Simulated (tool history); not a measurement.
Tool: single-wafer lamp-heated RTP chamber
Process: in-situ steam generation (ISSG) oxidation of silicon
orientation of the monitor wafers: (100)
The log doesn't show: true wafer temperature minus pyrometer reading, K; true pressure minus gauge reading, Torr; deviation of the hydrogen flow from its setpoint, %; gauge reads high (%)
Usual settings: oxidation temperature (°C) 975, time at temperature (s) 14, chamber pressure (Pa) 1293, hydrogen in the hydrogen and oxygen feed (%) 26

run    hour  oxidation temperature (°C)  time at temperature (s)  chamber pressure (Pa)  hydrogen in the hydrogen and oxygen feed (%)  wafers since the last listed run  wafers since the last pyrometer calibration  hours since the pressure gauge was zeroed  hours since the hydrogen flow controller was replaced  hours since the gauge calibration  read-back reference wafer on the same gauge, thickness  oxide thickness on the monitor wafer (angstrom)
  1       0                         975                       14                   1293                                            26                                 0                                         1788                                     5132.4                                                 4369.3                              566.6                                                   4.694                                            44.76
  2    69.5                         975                       14                   1293                                            26                               569                                         2357                                     5201.9                                                 4438.8                              636.1                                                   4.683                                            44.79
  3   126.4                         975                       14                   1293                                            26                               465                                         2823                                     5258.8                                                 4495.7                                693                                                   4.691                                            45.13
  4   169.8                         975                       11                   1293                                            23                               355                                         3178                                     5302.2                                                 4539.1                              736.4                                                   4.684                                            39.69
  5   228.5                         975                       11                   1293                                            23                               480                                         3659                                     5360.9                                                 4597.8                              795.1                                                   4.688                                            39.64
  6   293.9                         975                       14                   1293                                            19                               535                                         4194                                     5426.3                                                 4663.2                              860.5                                                   4.692                                            42.15
  7   336.3                         962                       14                   1293                                            26                               347                                         4541                                     5468.7                                                 4705.6                              902.9                                                    4.69                                            43.52
      378.5  -- hydrogen flow controller replaced
  8   383.5                         975                       14                   1293                                            26                               320                                         4862                                     5515.9                                                      5                              950.1                                                    4.69                                            45.53
      409.5  -- pressure gauge zeroed
  9   446.9                         975                       14                   1293                                            26                               453                                         5316                                       37.4                                                   68.4                             1013.5                                                   4.683                                            45.46
      481.8  -- gauge calibrated
        508  -- pyrometer window cleaned and pyrometer calibrated
 10   515.7                         975                       14                   1293                                            26                               497                                           62                                      106.2                                                  137.2                               33.9                                                   4.698                                            44.37
 11   547.6                         986                       14                   1360                                            26                               261                                          324                                      138.1                                                  169.1                               65.8                                                   4.697                                            45.39
 12   592.5                         975                       14                   1293                                            22                               367                                          691                                        183                                                    214                              110.7                                                   4.684                                             43.1
 13   634.8                         975                       14                   1293                                            21                               346                                         1038                                      225.3                                                  256.3                                153                                                   4.685                                            42.73
 14   686.5                         963                       10                   1360                                            21                               423                                         1461                                        277                                                    308                              204.7                                                   4.689                                            35.83
 15   713.6                         975                       10                   1293                                            32                               221                                         1683                                      304.1                                                  335.1                              231.8                                                   4.684                                             41.1
 16   776.8                         990                       16                   1360                                            31                               517                                         2200                                      367.3                                                  398.3                                295                                                   4.696                                            51.86
 17   840.1                         994                       11                   1293                                            32                               518                                         2719                                      430.6                                                  461.6                              358.3                                                   4.684                                            46.13
 18   893.8                         975                       14                   1293                                            26                               439                                         3158                                      484.3                                                  515.3                                412                                                   4.685                                             45.5
 19   923.5                         975                       14                   1293                                            26                               243                                         3401                                        514                                                    545                              441.7                                                   4.687                                            45.63
 20   988.3                         960                       14                   1293                                            19                               530                                         3932                                      578.8                                                  609.8                              506.5                                                   4.692                                            40.51
 21  1044.2                         975                       14                   1293                                            26                               457                                         4390                                      634.7                                                  665.7                              562.4                                                   4.698                                            45.83

Forecast each of these 3 alternatives for the next run:
  A  1044.7                         975                       14                   1133                                            26                                 4                                         4394                                      635.2                                                  666.2                              562.9                                                       ?                                                ?
  B  1044.7                         966                       12                   1213                                            32                                 4                                         4394                                      635.2                                                  666.2                              562.9                                                       ?                                                ?
  C  1044.7                         975                       18                   1173                                            32                                 4                                         4394                                      635.2                                                  666.2                              562.9                                                       ?                                                ?

run  read-back reference wafer on the same gauge, thickness  oxide thickness on the monitor wafer (angstrom)
  A                                                   4.682                                             46.9
  B                                                   4.682                                            44.83
  C                                                   4.682                                            54.75
Without the tool's hidden state the same runs would have given:
run  oxide thickness on the monitor wafer (angstrom)
  A                                            45.11
  B                                            43.31
  C                                            52.46
